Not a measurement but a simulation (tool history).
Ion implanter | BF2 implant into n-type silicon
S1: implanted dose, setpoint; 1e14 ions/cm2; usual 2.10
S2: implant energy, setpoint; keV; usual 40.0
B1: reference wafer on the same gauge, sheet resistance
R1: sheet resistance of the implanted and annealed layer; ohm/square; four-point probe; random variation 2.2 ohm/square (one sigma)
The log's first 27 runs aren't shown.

run,hour,S1,S2,B1,R1
28,1230.9,1.88,35.5,446.51,515.38
29,1258.8,2.10,27.5,447.13,484.19
30,1324.8,2.32,40.0,446.49,427.88
31,1387.0,1.69,48.0,447.38,540.15
32,1424.8,2.10,40.0,446.64,463.32
33,1449.6,2.10,31.0,447.02,476.19
34,1493.9,2.54,40.0,446.75,396.31
35,1530.1,2.53,50.0,446.41,384.27
36,1593.5,2.10,52.0,448.06,449.21

5 ways to go on from here, each from the tool as it stands after run 36. What would each give?
A,1593.9,2.10,34.5,?,?
B,1593.9,2.72,34.5,?,?
C,1593.9,2.51,40.0,?,?
D,1593.9,1.58,35.0,?,?
E,1593.9,2.37,51.5,?,?

run,B1,R1
A,447.44,472.51
B,447.44,380.68
C,447.44,400.56
D,447.44,596.97
E,447.44,407.54
Without the tool's hidden state the same runs would have given:
run,R1
A,472.51
B,380.68
C,400.56
D,596.97
E,407.54
